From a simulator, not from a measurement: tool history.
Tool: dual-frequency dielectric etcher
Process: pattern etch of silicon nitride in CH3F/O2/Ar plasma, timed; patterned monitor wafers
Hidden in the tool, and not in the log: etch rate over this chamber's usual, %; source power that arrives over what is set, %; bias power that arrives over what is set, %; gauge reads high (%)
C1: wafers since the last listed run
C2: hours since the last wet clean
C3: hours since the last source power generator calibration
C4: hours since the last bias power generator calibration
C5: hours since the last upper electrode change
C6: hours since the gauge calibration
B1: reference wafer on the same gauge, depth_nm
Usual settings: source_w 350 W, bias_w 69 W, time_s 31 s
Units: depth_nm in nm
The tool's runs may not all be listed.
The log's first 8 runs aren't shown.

{"run": 9, "hour": 168.0, "source_w": 390, "bias_w": 69, "time_s": 31, "C1": 195, "C2": 52, "C3": 3264.6, "C4": 4311.8, "C5": 3870.6, "C6": 681.7, "B1": 19.4, "depth_nm": 22.96}
{"run": 10, "hour": 195.8, "source_w": 390, "bias_w": 69, "time_s": 31, "C1": 346, "C2": 79.8, "C3": 3292.4, "C4": 4339.6, "C5": 3898.4, "C6": 709.5, "B1": 19.4, "depth_nm": 22.92}
{"run": 11, "hour": 217.7, "source_w": 350, "bias_w": 69, "time_s": 31, "C1": 273, "C2": 101.7, "C3": 3314.3, "C4": 4361.5, "C5": 3920.3, "C6": 731.4, "B1": 19.4, "depth_nm": 21.68}
{"hour": 220.5, "done": "gauge calibrated"}
{"run": 12, "hour": 241.6, "source_w": 290, "bias_w": 81, "time_s": 25, "C1": 298, "C2": 125.6, "C3": 3338.2, "C4": 4385.4, "C5": 3944.2, "C6": 21.1, "B1": 19.4, "depth_nm": 16.56}
{"run": 13, "hour": 277.5, "source_w": 390, "bias_w": 69, "time_s": 24.5, "C1": 447, "C2": 161.5, "C3": 3374.1, "C4": 4421.3, "C5": 3980.1, "C6": 57, "B1": 19.4, "depth_nm": 18.12}
{"run": 14, "hour": 291.2, "source_w": 390, "bias_w": 69, "time_s": 26.5, "C1": 170, "C2": 175.2, "C3": 3387.8, "C4": 4435, "C5": 3993.8, "C6": 70.7, "B1": 19.4, "depth_nm": 19.56}
{"run": 15, "hour": 319.8, "source_w": 350, "bias_w": 69, "time_s": 31, "C1": 356, "C2": 203.8, "C3": 3416.4, "C4": 4463.6, "C5": 4022.4, "C6": 99.3, "B1": 19.4, "depth_nm": 21.67}
{"run": 16, "hour": 376.9, "source_w": 410, "bias_w": 69, "time_s": 31, "C1": 712, "C2": 260.9, "C3": 3473.5, "C4": 4520.7, "C5": 4079.5, "C6": 156.4, "B1": 19.41, "depth_nm": 23.41}
{"run": 17, "hour": 403.5, "source_w": 350, "bias_w": 86, "time_s": 31, "C1": 331, "C2": 287.5, "C3": 3500.1, "C4": 4547.3, "C5": 4106.1, "C6": 183, "B1": 19.4, "depth_nm": 23.01}
{"run": 18, "hour": 423.5, "source_w": 350, "bias_w": 69, "time_s": 31, "C1": 249, "C2": 307.5, "C3": 3520.1, "C4": 4567.3, "C5": 4126.1, "C6": 203, "B1": 19.4, "depth_nm": 21.61}
{"hour": 438.7, "done": "source power generator calibrated"}
{"run": 19, "hour": 457.5, "source_w": 440, "bias_w": 85, "time_s": 26.5, "C1": 374, "C2": 341.5, "C3": 18.8, "C4": 4601.3, "C5": 4160.1, "C6": 237, "B1": 19.4, "depth_nm": 21.36}
{"hour": 484.6, "done": "bias power generator calibrated"}
{"run": 20, "hour": 485.1, "source_w": 380, "bias_w": 55, "time_s": 36, "C1": 294, "C2": 369.1, "C3": 46.4, "C4": 0.5, "C5": 4187.7, "C6": 264.6, "B1": 19.4, "depth_nm": 24.1}
{"hour": 518.6, "done": "wet clean of the chamber"}
{"run": 21, "hour": 519.1, "source_w": 410, "bias_w": 58, "time_s": 34.5, "C1": 124, "C2": 0.5, "C3": 80.4, "C4": 34.5, "C5": 4221.7, "C6": 298.6, "B1": 19.4, "depth_nm": 24.62}
{"run": 22, "hour": 535.3, "source_w": 350, "bias_w": 69, "time_s": 38, "C1": 202, "C2": 16.7, "C3": 96.6, "C4": 50.7, "C5": 4237.9, "C6": 314.8, "B1": 19.39, "depth_nm": 26.06}
{"hour": 561.7, "done": "upper electrode replaced"}
{"run": 23, "hour": 562.2, "source_w": 290, "bias_w": 81, "time_s": 25, "C1": 36, "C2": 43.6, "C3": 123.5, "C4": 77.6, "C5": 0.5, "C6": 341.7, "B1": 19.4, "depth_nm": 16.2}
{"run": 24, "hour": 583.7, "source_w": 430, "bias_w": 83, "time_s": 34.5, "C1": 268, "C2": 65.1, "C3": 145, "C4": 99.1, "C5": 22, "C6": 363.2, "B1": 19.4, "depth_nm": 27.48}
{"run": 25, "hour": 616.5, "source_w": 350, "bias_w": 69, "time_s": 26, "C1": 409, "C2": 97.9, "C3": 177.8, "C4": 131.9, "C5": 54.8, "C6": 396, "B1": 19.4, "depth_nm": 17.82}

Run 26 comes next. What will it give?
{"run": 26, "hour": 650.8, "source_w": 350, "bias_w": 69, "time_s": 31, "C1": 427, "C2": 132.2, "C3": 212.1, "C4": 166.2, "C5": 89.1, "C6": 430.3, "B1": "?", "depth_nm": "?"}

B1: 19.39
depth_nm: 21.24 nm
Without the tool's hidden state the same run would have given depth_nm 21.15 nm.
